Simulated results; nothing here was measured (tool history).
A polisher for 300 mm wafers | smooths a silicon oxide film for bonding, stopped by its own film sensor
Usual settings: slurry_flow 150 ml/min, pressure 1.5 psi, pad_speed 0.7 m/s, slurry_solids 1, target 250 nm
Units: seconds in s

| run | hour | slurry_flow | pressure | pad_speed | slurry_solids | target | incoming thickness of the incoming film, nm | seconds |
|---|---|---|---|---|---|---|---|---|
| 1 | 0 | 150 | 1.5 | 0.7 | 0.8 | 262 | 308 | 108.8 |
| 2 | 19.4 | 150 | 1.5 | 0.7 | 1 | 258 | 308.3 | 103.2 |
| 3 | 55.1 | 150 | 1.5 | 0.7 | 1 | 258 | 306.1 | 100.3 |
|  | 79.3 | slurry blender recalibrated |
| 4 | 83.3 | 150 | 1.5 | 0.7 | 1 | 258 | 312.7 | 116.7 |
| 5 | 103 | 150 | 1.6 | 0.7 | 1 | 250 | 310 | 116.2 |
| 6 | 121.3 | 150 | 1.6 | 0.7 | 1 | 250 | 309.5 | 113.5 |
| 7 | 149.7 | 150 | 1.6 | 0.7 | 1 | 250 | 306.6 | 110.1 |
| 8 | 177.6 | 150 | 1.5 | 0.7 | 1 | 255 | 306 | 106.2 |
|  | 193 | worn pad replaced by a new one |
| 9 | 199 | 150 | 1.5 | 0.7 | 1 | 255 | 316.2 | 128.8 |
| 10 | 223.5 | 150 | 1.5 | 0.7 | 1 | 255 | 312.9 | 121.1 |
| 11 | 257.9 | 150 | 1.5 | 0.7 | 1 | 250 | 313.3 | 135.8 |
| 12 | 289.1 | 135 | 1.3 | 0.88 | 1.1 | 250 | 309.4 | 120 |
| 13 | 316.8 | 150 | 1.3 | 0.7 | 1 | 230 | 311.6 | 201.6 |
|  | 331.5 | slurry blender recalibrated |
|  | 332.7 | slurry nozzle cleaned |
| 14 | 351.5 | 150 | 1.5 | 0.7 | 1 | 250 | 305.6 | 122.2 |
| 15 | 368.1 | 150 | 1.5 | 0.7 | 1 | 250 | 309.6 | 131.8 |
| 16 | 382 | 130 | 1.5 | 0.7 | 0.7 | 259 | 305.4 | 135.8 |
|  | 393.1 | worn pad replaced by a new one |
| 17 | 412.1 | 150 | 1.5 | 0.7 | 1 | 263 | 307.2 | 96.7 |
|  | 416.5 | head pressure recalibrated |
| 18 | 446.4 | 180 | 1.3 | 0.8 | 0.75 | 250 | 312.7 | 171.7 |
| 19 | 459.3 | 150 | 1 | 0.5 | 1 | 242 | 312.4 | 292.2 |
| 20 | 487.9 | 150 | 1.5 | 0.52 | 1.15 | 250 | 315.1 | 170.9 |
| 21 | 509.5 | 100 | 1.5 | 0.7 | 1.3 | 250 | 309.5 | 135.3 |
| 22 | 533 | 180 | 1.5 | 0.84 | 1 | 250 | 303.2 | 97.9 |
| 23 | 557.9 | 150 | 1.5 | 0.7 | 1 | 250 | 307.7 | 131.2 |
|  | 569.2 | worn pad replaced by a new one |
| 24 | 579.4 | 150 | 1.5 | 0.56 | 1.1 | 236 | 309.3 | 192.2 |
|  | 581.4 | slurry nozzle cleaned, repeated, since the last time left the tool worse |
|  | 590.9 | slurry blender recalibrated |
| 25 | 614.1 | 150 | 1.3 | 0.7 | 1 | 250 | 314.9 | 151 |
| 26 | 628.8 | 150 | 1.5 | 0.7 | 1 | 250 | 306.8 | 115.4 |
| 27 | 664.6 | 100 | 1.2 | 0.7 | 0.85 | 250 | 307.6 | 166.2 |
| 28 | 688.3 | 125 | 1.5 | 0.9 | 1 | 264 | 311.2 | 81.5 |
| 29 | 713.7 | 150 | 1.7 | 0.7 | 1.1 | 234 | 308.8 | 128.3 |
| 30 | 749 | 150 | 1.3 | 0.7 | 1.25 | 250 | 311.8 | 127.7 |

Forecast each of these 4 alternatives for the next run:
| A | 749.5 | 150 | 1.5 | 0.7 | 1 | 250 | 313.9 | ? |
| B | 749.5 | 150 | 1.7 | 0.52 | 1 | 262 | 313.9 | ? |
| C | 749.5 | 200 | 1.5 | 0.58 | 1 | 250 | 313.9 | ? |
| D | 749.5 | 150 | 1.5 | 0.78 | 1 | 250 | 313.9 | ? |

| run | seconds |
|---|---|
| A | 132.7 |
| B | 121.7 |
| C | 148.4 |
| D | 121.7 |
Without the tool's hidden state the same runs would have given:
| run | seconds |
|---|---|
| A | 131.3 |
| B | 120.4 |
| C | 147.2 |
| D | 120.4 |

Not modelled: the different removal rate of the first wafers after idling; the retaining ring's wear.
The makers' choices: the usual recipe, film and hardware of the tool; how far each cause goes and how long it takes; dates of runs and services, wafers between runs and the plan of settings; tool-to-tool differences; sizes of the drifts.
